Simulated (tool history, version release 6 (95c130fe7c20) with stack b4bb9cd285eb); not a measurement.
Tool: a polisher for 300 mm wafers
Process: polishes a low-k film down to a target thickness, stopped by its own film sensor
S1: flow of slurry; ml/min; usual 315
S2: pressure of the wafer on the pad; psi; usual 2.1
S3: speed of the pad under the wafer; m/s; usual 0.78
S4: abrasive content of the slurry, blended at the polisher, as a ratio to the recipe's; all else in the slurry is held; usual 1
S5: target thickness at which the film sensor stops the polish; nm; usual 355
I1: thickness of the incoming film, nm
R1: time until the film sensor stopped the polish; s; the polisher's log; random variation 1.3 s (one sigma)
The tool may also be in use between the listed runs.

Run 1, hour 0: usual settings but S3 0.56 m/s, S4 0.95; I1 391.7. Result: R1 164.4 s.
At hour 0.2: conditioning disc replaced and pad reconditioned.
Run 2, hour 36.8: usual settings but S3 0.56 m/s, S4 0.95; I1 403.2. Result: R1 214.6 s.
At hour 54.9: worn pad replaced by a new one.
Run 3, hour 82.5: usual settings; I1 403.9. Result: R1 166.2 s.
Run 4, hour 125.4: usual settings but S1 250 ml/min; I1 404.4. Result: R1 173.4 s.
Run 5, hour 151.9: usual settings but S1 250 ml/min; I1 405.1. Result: R1 174.9 s.
At hour 154.2: head pressure recalibrated.
At hour 158.5: conditioning disc replaced and pad reconditioned.
Run 6, hour 196.8: usual settings but S1 250 ml/min; I1 397.8. Result: R1 151.1 s.
At hour 218.5: worn pad replaced by a new one.
Run 7, hour 239.5: usual settings but S4 1.1; I1 404.3. Result: R1 158.9 s.
At hour 258.9: slurry blender recalibrated.
Run 8, hour 282.1: usual settings but S2 2.5 psi; I1 391.8. Result: R1 101.9 s.
At hour 307.1: conditioning disc replaced and pad reconditioned.
Run 9, hour 333: usual settings; I1 395.4. Result: R1 128 s.
At hour 372.7: worn pad replaced by a new one.
Run 10, hour 393.6: usual settings but S3 1 m/s, S4 1.25; I1 404. Result: R1 116.4 s.
At hour 413.4: slurry nozzle cleaned.
Run 11, hour 430.5: usual settings but S2 1.8 psi, S4 1.15; I1 407.9. Result: R1 174.9 s.
Run 12, hour 460: usual settings but S1 425 ml/min, S2 2.7 psi, S3 0.9 m/s, S4 0.9; I1 397.2. Result: R1 112.6 s.
At hour 462: head pressure recalibrated.
At hour 474.3: conditioning disc replaced and pad reconditioned.
Run 13, hour 490.3: usual settings but S1 215 ml/min, S2 2.4 psi, S3 0.56 m/s, S4 1.25; I1 403.2. Result: R1 177.9 s.
At hour 533.1: worn pad replaced by a new one.
Run 14, hour 550.7: usual settings but S4 0.9, S5 343 nm; I1 402.1. Result: R1 212.8 s.
Run 15, hour 593.4: usual settings; I1 397.6. Result: R1 142.7 s.

4 ways to go on from here, each from the tool as it stands after run 15. What would each give?
Run A, hour 593.9: usual settings; I1 396.8. Result: R1 ?.
Run B, hour 593.9: usual settings but S3 0.98 m/s, S5 367 nm; I1 396.8. Result: R1 ?.
Run C, hour 593.9: usual settings but S1 360 ml/min; I1 396.8. Result: R1 ?.
Run D, hour 593.9: usual settings but S1 245 ml/min, S2 2.4 psi, S4 1.15; I1 396.8. Result: R1 ?.

run     R1
  A  143.9
  B   85.5
  C  142.3
  D  125.2
Without the tool's hidden state the same runs would have given:
run     R1
  A  127.6
  B   75.8
  C  126.2
  D  112.2
